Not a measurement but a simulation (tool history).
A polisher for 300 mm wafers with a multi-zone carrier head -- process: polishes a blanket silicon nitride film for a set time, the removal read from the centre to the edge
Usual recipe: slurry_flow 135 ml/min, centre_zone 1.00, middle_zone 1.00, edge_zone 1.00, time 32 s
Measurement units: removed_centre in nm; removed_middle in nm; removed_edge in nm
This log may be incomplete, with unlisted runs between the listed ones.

run	day	slurry_flow	centre_zone	middle_zone	edge_zone	time	wafers since the last listed run	wafers polished on this pad	hours since the slurry nozzle was cleaned	hours since the centre zone pressure was calibrated	hours since the edge zone pressure was calibrated	hours since the carrier head's membrane was replaced	incoming thickness of the incoming film, nm	removed_centre	removed_middle	removed_edge
1	0.000	155	1.00	1.00	1.00	32	0	946	190.5	1057.3	593.7	977.7	906.5	100.4	99.5	98.0
2	2.550	155	1.00	1.00	1.00	32	555	1501	251.7	1118.5	654.9	1038.9	910.6	99.1	100.7	97.7
# day 5.229: centre zone pressure recalibrated
3	5.533	155	1.00	1.00	1.00	32	631	2133	323.3	7.3	726.5	1110.5	909.2	99.3	100.2	97.4
4	8.383	175	1.00	0.88	0.92	32	620	2753	391.7	75.7	794.9	1178.9	925.7	102.2	91.1	96.0
5	12.325	135	0.96	0.93	1.05	32	858	3612	486.3	170.3	889.5	1273.5	918.8	92.6	90.8	97.4
# day 15.354: carrier head's membrane replaced by a new one
6	16.425	95	0.88	1.00	0.93	32	847	4459	584.7	268.7	987.9	25.7	928.4	75.2	87.3	87.1
# day 17.254: edge zone pressure recalibrated
7	19.767	175	1.07	1.08	1.00	39	709	5169	664.9	348.9	60.3	105.9	933.0	133.6	132.6	122.0
8	23.038	135	1.00	0.93	1.00	41	712	5881	743.4	427.4	138.8	184.4	906.1	124.2	115.4	123.2
# day 23.254: worn pad replaced by a new one
9	25.692	105	0.96	0.91	1.00	32	541	531	807.1	491.1	202.5	248.1	926.4	86.0	84.2	92.6
# day 26.317: slurry nozzle cleaned
10	29.983	120	1.00	1.00	1.00	32	925	1456	88.0	594.1	305.5	351.1	910.7	94.4	94.5	94.7
11	33.929	135	1.00	1.00	1.00	32	859	2315	182.7	688.8	400.2	445.8	933.3	96.9	96.6	97.1
12	36.242	135	1.00	1.00	1.00	32	503	2819	238.2	744.3	455.7	501.3	932.8	97.3	97.6	94.2
13	37.758	135	1.00	1.00	1.00	40	330	3149	274.6	780.7	492.1	537.7	916.4	119.3	121.3	120.4
14	40.354	160	1.08	1.08	0.96	32	565	3715	336.9	843.0	554.4	600.0	939.5	109.7	107.0	97.2
15	44.817	105	1.00	1.00	1.00	41	971	4686	444.0	950.1	661.5	707.1	926.3	115.6	116.7	117.9
16	48.404	135	1.11	1.00	1.00	26	781	5468	530.1	1036.2	747.6	793.2	929.0	85.9	78.3	79.2
17	49.929	165	1.08	1.06	1.00	24	332	5800	566.7	1072.8	784.2	829.8	926.8	81.7	79.8	74.3
# day 50.471: centre zone pressure recalibrated
# day 51.762: worn pad replaced by a new one
18	53.521	135	1.00	1.00	1.00	32	727	382	652.9	73.2	870.4	916.0	921.0	96.6	95.5	97.2
# day 54.400: edge zone pressure recalibrated
# day 63.054: slurry nozzle cleaned
19	63.600	135	1.00	1.00	1.00	32	2167	2550	13.1	315.1	220.8	1157.9	931.4	97.1	97.0	95.6
20	65.992	135	1.00	1.00	1.00	32	520	3071	70.5	372.5	278.2	1215.3	931.5	96.1	94.8	95.0
21	70.233	160	0.91	1.00	1.00	38	923	3994	172.3	474.3	380.0	1317.1	921.8	108.1	117.9	118.5
# day 72.179: carrier head's membrane replaced by a new one
22	74.308	135	1.00	1.00	1.00	32	842	4836	270.1	572.1	477.8	51.1	930.2	96.8	96.4	97.9
23	76.042	135	1.00	1.00	1.00	32	377	5214	311.7	613.7	519.4	92.7	931.1	97.7	97.3	96.3

For each run, what was the tool's unlogged condition?
removal rate lost through wear of the pad, %: 0 on each run
slurry flow missing at the pad, %: 0 on each run
deviation of the centre zone's pressure from its setpoint, %: 0 on each run
deviation of the edge zone's pressure from its setpoint, %: 0 on each run
